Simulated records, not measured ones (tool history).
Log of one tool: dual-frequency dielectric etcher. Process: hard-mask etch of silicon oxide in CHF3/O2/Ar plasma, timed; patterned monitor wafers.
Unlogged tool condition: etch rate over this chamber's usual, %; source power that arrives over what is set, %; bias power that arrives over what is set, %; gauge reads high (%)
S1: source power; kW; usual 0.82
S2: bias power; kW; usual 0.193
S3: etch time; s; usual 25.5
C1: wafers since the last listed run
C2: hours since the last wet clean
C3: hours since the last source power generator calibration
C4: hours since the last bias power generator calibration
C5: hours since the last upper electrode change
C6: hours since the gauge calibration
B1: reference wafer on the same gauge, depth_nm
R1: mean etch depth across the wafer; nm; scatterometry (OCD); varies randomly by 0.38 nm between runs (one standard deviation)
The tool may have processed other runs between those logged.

run,hour,S1,S2,S3,C1,C2,C3,C4,C5,C6,B1,R1
1,0,0.82,0.223,30.5,0,427.3,3359.2,4135.5,4452.9,511,63.1,76.4
# hour 90.5: wet clean of the chamber
2,103.8,0.82,0.223,30.5,1456,13.3,3463,4239.3,4556.7,614.8,63.1,73.3
3,119,0.82,0.223,30.5,277,28.5,3478.2,4254.5,4571.9,630,63,73.5
4,135.8,0.82,0.193,25.5,306,45.3,3495,4271.3,4588.7,646.8,63.3,58.6
5,168.7,0.82,0.193,25.5,600,78.2,3527.9,4304.2,4621.6,679.7,63,58.9
6,203.1,0.82,0.193,25.5,627,112.6,3562.3,4338.6,4656,714.1,63.2,59.1
7,228,0.82,0.193,25.5,454,137.5,3587.2,4363.5,4680.9,739,63.1,59.8
8,256.7,0.82,0.193,25.5,523,166.2,3615.9,4392.2,4709.6,767.7,63.2,59.5
# hour 279.7: bias power generator calibrated
9,287.6,0.82,0.193,29.5,490,197.1,3646.8,7.9,4740.5,798.6,63.2,69.1
# hour 314.7: upper electrode replaced
10,315.2,0.82,0.193,29.5,65,224.7,3674.4,35.5,0.5,826.2,63.2,69.1
11,335.9,0.82,0.193,20.5,377,245.4,3695.1,56.2,21.2,846.9,63,48.2
12,358.1,0.82,0.193,20.5,405,267.6,3717.3,78.4,43.4,869.1,63.2,47.9
13,385.2,0.82,0.193,20.5,494,294.7,3744.4,105.5,70.5,896.2,63.3,48.1
14,418.2,0.64,0.215,32,602,327.7,3777.4,138.5,103.5,929.2,62.9,73
# hour 488.3: wet clean of the chamber
15,488.8,0.64,0.193,25.5,850,0.5,3848,209.1,174.1,999.8,63,50.8
# hour 489.3: gauge calibrated
16,502.9,0.82,0.193,25.5,257,14.6,3862.1,223.2,188.2,13.6,63,54.6
17,529.7,0.73,0.177,25.5,489,41.4,3888.9,250,215,40.4,62.8,51.2
18,565.2,0.76,0.216,28,647,76.9,3924.4,285.5,250.5,75.9,62.9,61.2
19,578.9,0.82,0.233,25.5,250,90.6,3938.1,299.2,264.2,89.6,63.1,58
20,603.1,0.82,0.168,25.5,441,114.8,3962.3,323.4,288.4,113.8,62.9,52.7
21,621.7,0.82,0.193,25.5,339,133.4,3980.9,342,307,132.4,63.1,54.4
# hour 657.1: source power generator calibrated
# hour 660: wet clean of the chamber, repeated, since the last time left the tool worse
22,660.5,0.82,0.193,25.5,582,0.5,3.4,380.8,345.8,171.2,63.1,58.5
23,749,0.98,0.176,21.5,1615,89,91.9,469.3,434.3,259.7,63,50.9
24,779.7,0.62,0.207,23,560,119.7,122.6,500,465,290.4,63.2,50.7
25,797.8,0.91,0.229,25.5,330,137.8,140.7,518.1,483.1,308.5,63.1,63.5
26,833.7,0.82,0.193,25.5,655,173.7,176.6,554,519,344.4,63.2,59.3
27,864.6,0.76,0.216,28,563,204.6,207.5,584.9,549.9,375.3,63.2,66.4

Each row is a separate what-if for the run after 27, all from the same tool condition, not one after another. Results?
A,865,0.82,0.193,25.5,7,205,207.9,585.3,550.3,375.7,?,?
B,865,0.88,0.169,29,7,205,207.9,585.3,550.3,375.7,?,?
C,865,0.94,0.193,25.5,7,205,207.9,585.3,550.3,375.7,?,?
D,865,0.82,0.213,20,7,205,207.9,585.3,550.3,375.7,?,?
E,865,0.94,0.22,30,7,205,207.9,585.3,550.3,375.7,?,?

run,B1,R1
A,63.1,59.2
B,63.1,65.9
C,63.1,61.5
D,63.1,47.9
E,63.1,75.4
Stripped of hidden state, with their random variation kept, the same runs would have yielded:
run,R1
A,58.2
B,64.7
C,60.4
D,47.1
E,74

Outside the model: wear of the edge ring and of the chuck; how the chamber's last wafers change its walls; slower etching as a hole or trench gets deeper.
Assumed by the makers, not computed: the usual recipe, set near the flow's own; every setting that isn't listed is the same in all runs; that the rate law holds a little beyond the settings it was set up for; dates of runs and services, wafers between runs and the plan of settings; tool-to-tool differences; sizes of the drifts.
